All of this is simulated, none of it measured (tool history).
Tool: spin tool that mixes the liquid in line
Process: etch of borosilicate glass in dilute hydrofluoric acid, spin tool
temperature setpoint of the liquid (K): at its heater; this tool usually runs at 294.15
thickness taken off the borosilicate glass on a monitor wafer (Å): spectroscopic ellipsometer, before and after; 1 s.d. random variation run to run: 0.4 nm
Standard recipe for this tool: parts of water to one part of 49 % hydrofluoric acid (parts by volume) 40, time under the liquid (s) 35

run,hour,temperature setpoint of the liquid (K),parts of water to one part of 49 % hydrofluoric acid (parts by volume),time under the liquid (s),wafers since the last listed run,hours since the thermometer was replaced,hours since the hydrofluoric acid flow meter was replaced,hours since the gauge calibration,"read-back film thickness of the borosilicate glass reference wafer, read on the same gauge (nm)",thickness taken off the borosilicate glass on a monitor wafer (Å)
1,0,294.15,40,35,0,1514.4,1241.3,249.4,70,408.9
2,70.3,294.15,40,35,595,1584.7,1311.6,319.7,70.01,412.5
3,161.5,294.15,40,35,772,1675.9,1402.8,410.9,70.02,410.7
4,224.3,294.15,40,35,531,1738.7,1465.6,473.7,69.98,409.9
5,279,294.15,55,45,463,1793.4,1520.3,528.4,70.03,386.2
6,342.5,294.15,55,45,537,1856.9,1583.8,591.9,69.98,384.6
7,417.1,294.15,40,35,631,1931.5,1658.4,666.5,70,404.1
# hour 440.4: hydrofluoric acid flow meter replaced
8,460.6,294.15,40,35,359,1975,20.2,710,70.03,416.9
9,523.6,294.15,30,35,533,2038,83.2,773,70.01,557.5
10,567.7,294.15,40,35,373,2082.1,127.3,817.1,70.03,415.2
11,610.7,294.15,40,35,364,2125.1,170.3,860.1,70.03,423
12,680.8,298.65,25,40,593,2195.2,240.4,930.2,69.98,941.3
# hour 709.1: gauge calibrated
# hour 721.5: thermometer replaced
13,729.7,296.65,20,25,405,8.2,289.3,20.6,70.04,670.1
14,773.7,294.15,40,35,372,52.2,333.3,64.6,69.98,411.3
15,878.3,294.15,40,50,885,156.8,437.9,169.2,70,579.6
16,933.6,297.65,30,45,468,212.1,493.2,224.5,70.01,831.9
17,993.7,296.65,45,45,508,272.2,553.3,284.6,69.98,520.5
18,1043.8,294.15,40,25,424,322.3,603.4,334.7,70.05,296.7
19,1119.6,291.65,60,55,641,398.1,679.2,410.5,69.97,380.8
20,1164.1,291.15,50,35,376,442.6,723.7,455,70,287.8

For each entry between runs, how does the tool's hidden state at the last listed run before it compare with that at the first listed run after it?
Run 7 -> run 8: hydrofluoric acid flow meter replaced (hour 440.4)
  no hidden state differs between the two runs
Run 12 -> run 13: gauge calibrated (hour 709.1); thermometer replaced (hour 721.5)
  no hidden state differs between the two runs

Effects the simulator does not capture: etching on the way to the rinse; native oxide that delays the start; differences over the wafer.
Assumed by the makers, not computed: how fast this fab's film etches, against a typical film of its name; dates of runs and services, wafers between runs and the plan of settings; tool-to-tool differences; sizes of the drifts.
